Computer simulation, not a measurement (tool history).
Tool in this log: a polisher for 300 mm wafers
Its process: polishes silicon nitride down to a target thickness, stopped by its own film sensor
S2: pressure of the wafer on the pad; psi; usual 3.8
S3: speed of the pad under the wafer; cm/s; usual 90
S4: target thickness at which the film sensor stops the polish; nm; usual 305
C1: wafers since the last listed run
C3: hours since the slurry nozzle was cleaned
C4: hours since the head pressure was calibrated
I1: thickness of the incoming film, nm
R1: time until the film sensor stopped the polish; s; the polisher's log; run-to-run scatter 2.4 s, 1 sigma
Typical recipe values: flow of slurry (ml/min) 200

{"run": 1, "hour": 0.0, "flow of slurry (ml/min)": 245, "S2": 3.8, "S3": 96, "S4": 305, "C1": 0, "wafers polished on this pad": 736, "C3": 237.3, "C4": 1201.7, "I1": 520.3, "R1": 142.5}
{"hour": 70.4, "done": "worn pad replaced by a new one"}
{"run": 2, "hour": 74.4, "flow of slurry (ml/min)": 245, "S2": 3.8, "S3": 96, "S4": 305, "C1": 599, "wafers polished on this pad": 34, "C3": 311.7, "C4": 1276.1, "I1": 522.4, "R1": 141.9}
{"run": 3, "hour": 166.8, "flow of slurry (ml/min)": 245, "S2": 3.8, "S3": 96, "S4": 305, "C1": 786, "wafers polished on this pad": 820, "C3": 404.1, "C4": 1368.5, "I1": 529.7, "R1": 152}
{"run": 4, "hour": 186.5, "flow of slurry (ml/min)": 200, "S2": 3.8, "S3": 90, "S4": 335, "C1": 167, "wafers polished on this pad": 988, "C3": 423.8, "C4": 1388.2, "I1": 512.9, "R1": 127.1}
{"hour": 193.1, "done": "head pressure recalibrated"}
{"run": 5, "hour": 204.1, "flow of slurry (ml/min)": 200, "S2": 3.8, "S3": 90, "S4": 335, "C1": 132, "wafers polished on this pad": 1121, "C3": 441.4, "C4": 11, "I1": 522.2, "R1": 133.2}
{"run": 6, "hour": 221.5, "flow of slurry (ml/min)": 200, "S2": 3.8, "S3": 90, "S4": 335, "C1": 148, "wafers polished on this pad": 1269, "C3": 458.8, "C4": 28.4, "I1": 515.2, "R1": 129.9}
{"run": 7, "hour": 246.2, "flow of slurry (ml/min)": 200, "S2": 3.8, "S3": 90, "S4": 305, "C1": 210, "wafers polished on this pad": 1479, "C3": 483.5, "C4": 53.1, "I1": 528.6, "R1": 161.4}
{"hour": 255.5, "done": "worn pad replaced by a new one"}
{"run": 8, "hour": 277.8, "flow of slurry (ml/min)": 200, "S2": 3.8, "S3": 90, "S4": 329, "C1": 234, "wafers polished on this pad": 189, "C3": 515.1, "C4": 84.7, "I1": 517.4, "R1": 135.6}
{"run": 9, "hour": 290.3, "flow of slurry (ml/min)": 200, "S2": 3.8, "S3": 90, "S4": 329, "C1": 106, "wafers polished on this pad": 296, "C3": 527.6, "C4": 97.2, "I1": 517.3, "R1": 135.6}
{"run": 10, "hour": 302.3, "flow of slurry (ml/min)": 200, "S2": 3.8, "S3": 90, "S4": 329, "C1": 102, "wafers polished on this pad": 398, "C3": 539.6, "C4": 109.2, "I1": 527.8, "R1": 148.3}
{"run": 11, "hour": 332.4, "flow of slurry (ml/min)": 200, "S2": 3.8, "S3": 90, "S4": 305, "C1": 256, "wafers polished on this pad": 654, "C3": 569.7, "C4": 139.3, "I1": 514.1, "R1": 152.4}
{"run": 12, "hour": 354.5, "flow of slurry (ml/min)": 200, "S2": 3.8, "S3": 90, "S4": 305, "C1": 188, "wafers polished on this pad": 842, "C3": 591.8, "C4": 161.4, "I1": 522.7, "R1": 160.8}
{"run": 13, "hour": 386.4, "flow of slurry (ml/min)": 165, "S2": 3.5, "S3": 112, "S4": 278, "C1": 271, "wafers polished on this pad": 1113, "C3": 623.7, "C4": 193.3, "I1": 515.4, "R1": 163.6}
{"hour": 411.7, "done": "slurry nozzle cleaned"}
{"hour": 413.4, "done": "worn pad replaced by a new one"}
{"run": 14, "hour": 431.0, "flow of slurry (ml/min)": 255, "S2": 2.8, "S3": 58, "S4": 305, "C1": 356, "wafers polished on this pad": 149, "C3": 19.3, "C4": 237.9, "I1": 520.7, "R1": 273.4}
{"run": 15, "hour": 457.4, "flow of slurry (ml/min)": 200, "S2": 3.8, "S3": 90, "S4": 329, "C1": 224, "wafers polished on this pad": 374, "C3": 45.7, "C4": 264.3, "I1": 522.3, "R1": 134.9}

The next listed run, before its measurement:
{"run": 16, "hour": 488.4, "flow of slurry (ml/min)": 240, "S2": 4.6, "S3": 114, "S4": 305, "C1": 263, "wafers polished on this pad": 638, "C3": 76.7, "C4": 295.3, "I1": 523.3, "R1": "?"}

R1: 101.5 s
Were there no unlogged condition in the tool, this run, its random variation unchanged, would have produced R1 100.9 s.

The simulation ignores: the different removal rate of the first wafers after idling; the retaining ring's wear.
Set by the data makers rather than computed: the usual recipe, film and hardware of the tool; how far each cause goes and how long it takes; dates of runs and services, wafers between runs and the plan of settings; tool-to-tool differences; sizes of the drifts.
